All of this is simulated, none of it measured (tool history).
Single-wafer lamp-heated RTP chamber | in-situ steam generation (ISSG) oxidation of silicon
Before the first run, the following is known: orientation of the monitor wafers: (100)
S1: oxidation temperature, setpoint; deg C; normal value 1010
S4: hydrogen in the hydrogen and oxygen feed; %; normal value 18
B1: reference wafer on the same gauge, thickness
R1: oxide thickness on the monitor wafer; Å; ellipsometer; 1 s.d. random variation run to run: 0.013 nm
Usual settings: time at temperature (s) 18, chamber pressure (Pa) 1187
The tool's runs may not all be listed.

run 1 hour=0.0 | S1=1010 time_at_temperature_(s)=21 chamber_pressure_(Pa)=1187 S4=18 | B1=4.882 | R1=52.93
run 2 hour=15.3 | S1=1010 time_at_temperature_(s)=21 chamber_pressure_(Pa)=1187 S4=18 | B1=4.880 | R1=53.54
run 3 hour=26.1 | S1=1010 time_at_temperature_(s)=18 chamber_pressure_(Pa)=1253 S4=18 | B1=4.880 | R1=49.41
run 4 hour=33.6 | S1=1010 time_at_temperature_(s)=18 chamber_pressure_(Pa)=1187 S4=18 | B1=4.879 | R1=49.41
run 5 hour=48.8 | S1=998 time_at_temperature_(s)=16 chamber_pressure_(Pa)=1187 S4=18 | B1=4.882 | R1=44.99
run 6 hour=89.8 | S1=1010 time_at_temperature_(s)=18 chamber_pressure_(Pa)=1187 S4=18 | B1=4.881 | R1=49.76
-- hour=102.1 hydrogen flow controller replaced
run 7 hour=102.6 | S1=1010 time_at_temperature_(s)=18 chamber_pressure_(Pa)=1187 S4=18 | B1=4.880 | R1=49.91
run 8 hour=111.7 | S1=1010 time_at_temperature_(s)=18 chamber_pressure_(Pa)=1187 S4=18 | B1=4.881 | R1=49.86
run 9 hour=118.5 | S1=1010 time_at_temperature_(s)=18 chamber_pressure_(Pa)=1053 S4=18 | B1=4.881 | R1=50.17
-- hour=119.3 gauge calibrated
run 10 hour=134.6 | S1=1010 time_at_temperature_(s)=18 chamber_pressure_(Pa)=1053 S4=18 | B1=4.881 | R1=50.39
-- hour=151.4 pyrometer window cleaned and pyrometer calibrated
run 11 hour=151.9 | S1=1010 time_at_temperature_(s)=18 chamber_pressure_(Pa)=1053 S4=18 | B1=4.878 | R1=49.78
run 12 hour=162.6 | S1=1010 time_at_temperature_(s)=16 chamber_pressure_(Pa)=1253 S4=18 | B1=4.878 | R1=46.50
run 13 hour=175.7 | S1=1010 time_at_temperature_(s)=18 chamber_pressure_(Pa)=1187 S4=23 | B1=4.881 | R1=52.37
run 14 hour=192.0 | S1=1010 time_at_temperature_(s)=18 chamber_pressure_(Pa)=1187 S4=18 | B1=4.882 | R1=49.70
run 15 hour=208.9 | S1=995 time_at_temperature_(s)=18 chamber_pressure_(Pa)=1187 S4=18 | B1=4.881 | R1=47.07
-- hour=222.2 pressure gauge zeroed
run 16 hour=226.6 | S1=1010 time_at_temperature_(s)=18 chamber_pressure_(Pa)=1187 S4=18 | B1=4.879 | R1=49.94
run 17 hour=242.5 | S1=1010 time_at_temperature_(s)=18 chamber_pressure_(Pa)=1187 S4=18 | B1=4.882 | R1=50.07
run 18 hour=254.6 | S1=1019 time_at_temperature_(s)=18 chamber_pressure_(Pa)=1013 S4=21 | B1=4.878 | R1=54.14
run 19 hour=262.7 | S1=992 time_at_temperature_(s)=25 chamber_pressure_(Pa)=1187 S4=18 | B1=4.880 | R1=54.12
run 20 hour=273.8 | S1=1002 time_at_temperature_(s)=15 chamber_pressure_(Pa)=1013 S4=26 | B1=4.882 | R1=48.88
-- hour=286.6 pyrometer window cleaned and pyrometer calibrated
run 21 hour=287.1 | S1=1026 time_at_temperature_(s)=18 chamber_pressure_(Pa)=1187 S4=18 | B1=4.881 | R1=53.01
run 22 hour=290.8 | S1=1010 time_at_temperature_(s)=18 chamber_pressure_(Pa)=1000 S4=11 | B1=4.879 | R1=44.38
run 23 hour=303.7 | S1=998 time_at_temperature_(s)=24 chamber_pressure_(Pa)=1187 S4=18 | B1=4.882 | R1=54.08

What if the next run were any one of these 5? Each begins from the tool's condition after run 23:
run A hour=304.1 | S1=1010 time_at_temperature_(s)=25 chamber_pressure_(Pa)=1187 S4=18 | B1=? | R1=?
run B hour=304.1 | S1=1010 time_at_temperature_(s)=22 chamber_pressure_(Pa)=1187 S4=18 | B1=? | R1=?
run C hour=304.1 | S1=1025 time_at_temperature_(s)=18 chamber_pressure_(Pa)=1187 S4=18 | B1=? | R1=?
run D hour=304.1 | S1=1010 time_at_temperature_(s)=18 chamber_pressure_(Pa)=1187 S4=14 | B1=? | R1=?
run E hour=304.1 | S1=1004 time_at_temperature_(s)=18 chamber_pressure_(Pa)=1187 S4=21 | B1=? | R1=?

run=A B1=4.878 R1=58.28
run=B B1=4.878 R1=54.72
run=C B1=4.878 R1=53.10
run=D B1=4.878 R1=47.03
run=E B1=4.878 R1=50.17
Stripped of hidden state, with their random variation kept, the same runs would have yielded:
run=A R1=58.03
run=B R1=54.48
run=C R1=52.87
run=D R1=46.84
run=E R1=49.98
